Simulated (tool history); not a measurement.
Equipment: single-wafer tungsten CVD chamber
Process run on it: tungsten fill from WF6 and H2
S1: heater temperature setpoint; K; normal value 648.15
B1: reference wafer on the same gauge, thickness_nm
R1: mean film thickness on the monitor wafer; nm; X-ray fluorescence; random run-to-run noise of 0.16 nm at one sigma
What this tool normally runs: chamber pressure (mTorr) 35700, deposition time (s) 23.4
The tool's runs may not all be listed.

{"run": 1, "hour": 0.0, "S1": 637.15, "chamber pressure (mTorr)": 39500, "deposition time (s)": 23.4, "B1": 48.44, "R1": 40.953}
{"run": 2, "hour": 27.4, "S1": 637.15, "chamber pressure (mTorr)": 39500, "deposition time (s)": 23.4, "B1": 48.473, "R1": 41.264}
{"run": 3, "hour": 54.7, "S1": 637.15, "chamber pressure (mTorr)": 39500, "deposition time (s)": 23.4, "B1": 48.546, "R1": 41.232}
{"run": 4, "hour": 74.5, "S1": 653.15, "chamber pressure (mTorr)": 35700, "deposition time (s)": 20.3, "B1": 48.555, "R1": 45.246}
{"run": 5, "hour": 179.0, "S1": 648.15, "chamber pressure (mTorr)": 35700, "deposition time (s)": 20.6, "B1": 48.79, "R1": 42.217}
{"run": 6, "hour": 197.0, "S1": 648.15, "chamber pressure (mTorr)": 35700, "deposition time (s)": 23.4, "B1": 48.758, "R1": 48.141}
{"run": 7, "hour": 217.3, "S1": 648.15, "chamber pressure (mTorr)": 35700, "deposition time (s)": 23.4, "B1": 48.794, "R1": 48.01}
{"run": 8, "hour": 238.8, "S1": 648.15, "chamber pressure (mTorr)": 35700, "deposition time (s)": 23.4, "B1": 48.846, "R1": 47.993}
{"run": 9, "hour": 274.4, "S1": 648.15, "chamber pressure (mTorr)": 35700, "deposition time (s)": 23.4, "B1": 48.866, "R1": 48.133}
{"run": 10, "hour": 302.7, "S1": 648.15, "chamber pressure (mTorr)": 35700, "deposition time (s)": 21.3, "B1": 48.925, "R1": 43.698}
{"hour": 313.0, "done": "thermocouple changed; heater temperature recalibrated"}
{"run": 11, "hour": 338.5, "S1": 648.15, "chamber pressure (mTorr)": 35700, "deposition time (s)": 21.3, "B1": 48.97, "R1": 43.994}
{"run": 12, "hour": 369.8, "S1": 648.15, "chamber pressure (mTorr)": 35700, "deposition time (s)": 23.4, "B1": 48.992, "R1": 48.172}
{"run": 13, "hour": 388.8, "S1": 648.15, "chamber pressure (mTorr)": 35700, "deposition time (s)": 23.4, "B1": 49.053, "R1": 48.51}
{"run": 14, "hour": 413.9, "S1": 662.15, "chamber pressure (mTorr)": 40800, "deposition time (s)": 20.5, "B1": 49.136, "R1": 58.28}
{"hour": 424.0, "done": "gauge calibrated"}
{"run": 15, "hour": 428.6, "S1": 648.15, "chamber pressure (mTorr)": 35700, "deposition time (s)": 23.4, "B1": 47.928, "R1": 47.101}
{"hour": 448.7, "done": "showerhead replaced"}
{"run": 16, "hour": 462.5, "S1": 636.15, "chamber pressure (mTorr)": 40900, "deposition time (s)": 19.2, "B1": 47.991, "R1": 33.384}
{"run": 17, "hour": 487.6, "S1": 648.15, "chamber pressure (mTorr)": 35700, "deposition time (s)": 23.4, "B1": 48.06, "R1": 47.377}
{"hour": 508.8, "done": "capacitance manometer re-zeroed and calibrated"}
{"run": 18, "hour": 516.2, "S1": 638.15, "chamber pressure (mTorr)": 40700, "deposition time (s)": 27.8, "B1": 48.105, "R1": 50.373}
{"run": 19, "hour": 534.7, "S1": 648.15, "chamber pressure (mTorr)": 35700, "deposition time (s)": 21, "B1": 48.143, "R1": 42.49}
{"run": 20, "hour": 564.5, "S1": 648.15, "chamber pressure (mTorr)": 41300, "deposition time (s)": 20.9, "B1": 48.19, "R1": 46.118}
{"run": 21, "hour": 595.2, "S1": 656.15, "chamber pressure (mTorr)": 38300, "deposition time (s)": 20.5, "B1": 48.233, "R1": 49.974}
{"run": 22, "hour": 629.2, "S1": 648.15, "chamber pressure (mTorr)": 41300, "deposition time (s)": 25.9, "B1": 48.297, "R1": 57.219}
{"run": 23, "hour": 650.4, "S1": 655.15, "chamber pressure (mTorr)": 27400, "deposition time (s)": 23.4, "B1": 48.324, "R1": 45.864}

Below are 5 alternative next runs, each starting from the tool's condition after run 23. Predict each:
{"run": "A", "hour": 650.8, "S1": 648.15, "chamber pressure (mTorr)": 35700, "deposition time (s)": 23.4, "B1": "?", "R1": "?"}
{"run": "B", "hour": 650.8, "S1": 638.15, "chamber pressure (mTorr)": 31800, "deposition time (s)": 20.6, "B1": "?", "R1": "?"}
{"run": "C", "hour": 650.8, "S1": 648.15, "chamber pressure (mTorr)": 42900, "deposition time (s)": 23.4, "B1": "?", "R1": "?"}
{"run": "D", "hour": 650.8, "S1": 648.15, "chamber pressure (mTorr)": 39100, "deposition time (s)": 23.4, "B1": "?", "R1": "?"}
{"run": "E", "hour": 650.8, "S1": 635.15, "chamber pressure (mTorr)": 32200, "deposition time (s)": 20.7, "B1": "?", "R1": "?"}

run=A B1=48.316 R1=47.537
run=B B1=48.316 R1=32.409
run=C B1=48.316 R1=52.76
run=D B1=48.316 R1=50.1
run=E B1=48.316 R1=30.991
Take away the tool's hidden state, keep each run's random variation, and the runs would have read:
run=A R1=47.234
run=B R1=32.202
run=C R1=52.424
run=D R1=49.78
run=E R1=30.794
